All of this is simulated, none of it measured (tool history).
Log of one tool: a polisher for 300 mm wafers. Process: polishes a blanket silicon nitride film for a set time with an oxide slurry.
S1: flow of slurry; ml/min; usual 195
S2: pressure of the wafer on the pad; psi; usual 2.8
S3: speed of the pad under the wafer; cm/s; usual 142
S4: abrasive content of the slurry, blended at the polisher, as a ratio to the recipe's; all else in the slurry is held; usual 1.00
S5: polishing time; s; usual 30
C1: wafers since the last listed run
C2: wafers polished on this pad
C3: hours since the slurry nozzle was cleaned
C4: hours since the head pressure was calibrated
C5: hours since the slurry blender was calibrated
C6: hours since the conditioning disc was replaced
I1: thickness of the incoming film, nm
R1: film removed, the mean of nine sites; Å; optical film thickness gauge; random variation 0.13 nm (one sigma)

run,hour,S1,S2,S3,S4,S5,C1,C2,C3,C4,C5,C6,I1,R1
1,0.0,195,2.8,162,1.00,34,0,4751,144.1,68.3,752.3,554.1,250.5,227
2,36.7,150,2.8,102,1.10,26,348,5099,180.8,105.0,789.0,590.8,246.2,121
# hour 47.9: slurry blender recalibrated
# hour 147.7: worn pad replaced by a new one
# hour 157.3: conditioning disc replaced and pad reconditioned
3,195.7,195,2.8,142,0.90,30,1433,437,339.8,264.0,147.8,38.4,251.3,177
4,234.0,195,2.8,142,1.00,30,363,800,378.1,302.3,186.1,76.7,250.9,186
5,289.5,245,2.8,142,1.00,22,527,1327,433.6,357.8,241.6,132.2,246.3,140
6,327.6,160,2.8,142,1.00,30,361,1689,471.7,395.9,279.7,170.3,251.0,180
7,402.6,220,2.8,142,1.00,30,712,2401,546.7,470.9,354.7,245.3,246.3,187
8,464.9,195,2.8,142,1.00,25,591,2993,609.0,533.2,417.0,307.6,246.7,153
# hour 501.1: slurry nozzle cleaned
9,514.2,195,3.5,110,0.90,30,458,3452,13.1,582.5,466.3,356.9,250.7,171
10,581.8,195,2.2,142,1.00,30,641,4094,80.7,650.1,533.9,424.5,251.8,149
11,623.7,195,1.8,142,0.85,36,397,4491,122.6,692.0,575.8,466.4,244.2,142
# hour 716.8: slurry blender recalibrated
12,719.0,195,2.8,142,1.00,37,885,5377,217.9,787.3,2.2,561.7,248.5,224
13,795.2,245,3.3,142,1.00,30,723,6101,294.1,863.5,78.4,637.9,249.7,212
# hour 821.5: conditioning disc replaced and pad reconditioned
# hour 859.1: worn pad replaced by a new one
14,881.5,135,3.8,110,0.80,30,762,212,380.4,949.8,164.7,60.0,250.5,158
# hour 1079.7: head pressure recalibrated
15,1140.2,195,2.8,142,1.00,30,2437,2650,639.1,60.5,423.4,318.7,246.4,184
16,1238.5,170,2.8,142,0.85,26,933,3583,737.4,158.8,521.7,417.0,250.2,146
# hour 1288.8: slurry nozzle cleaned
17,1296.4,145,2.8,142,0.80,30,540,4124,7.6,216.7,579.6,474.9,250.3,157
# hour 1464.2: conditioning disc replaced and pad reconditioned
18,1466.6,195,2.8,142,1.00,30,1597,5721,177.8,386.9,749.8,2.4,253.5,176
# hour 1491.4: slurry blender recalibrated
# hour 1507.9: worn pad replaced by a new one
19,1508.4,195,2.8,142,1.00,30,339,4,219.6,428.7,17.0,44.2,252.3,189
20,1607.1,195,2.8,108,1.20,30,937,941,318.3,527.4,115.7,142.9,247.7,161
21,1708.5,195,2.8,142,1.00,30,962,1904,419.7,628.8,217.1,244.3,249.9,181
22,1871.3,195,2.5,142,1.00,30,1545,3450,582.5,791.6,379.9,407.1,250.9,163
23,1913.0,170,2.0,188,1.00,30,395,3846,624.2,833.3,421.6,448.8,252.6,171
# hour 1936.6: slurry nozzle cleaned
24,1962.9,195,2.8,160,1.15,37,464,4310,26.3,883.2,471.5,498.7,254.6,256

Measured less the same run without the tool's hidden state. The same run-to-run variation is in both; the gauge's scatter may not be:
The hidden state here: removal rate lost through wear of the pad, %; slurry flow missing at the pad, %; deviation of the head's pressure from its setpoint, %; abrasive missing from the slurry, %; time polished since the conditioner stopped cutting, s.
run,R1
1,-9
2,-5
3,-1
4,+0
5,-1
6,-2
7,-3
8,-4
9,-5
10,-6
11,-7
12,-7
13,-8
14,-8
15,-3
16,-4
17,-5
18,-10
19,-2
20,-2
21,-5
22,-8
23,-9
24,-16
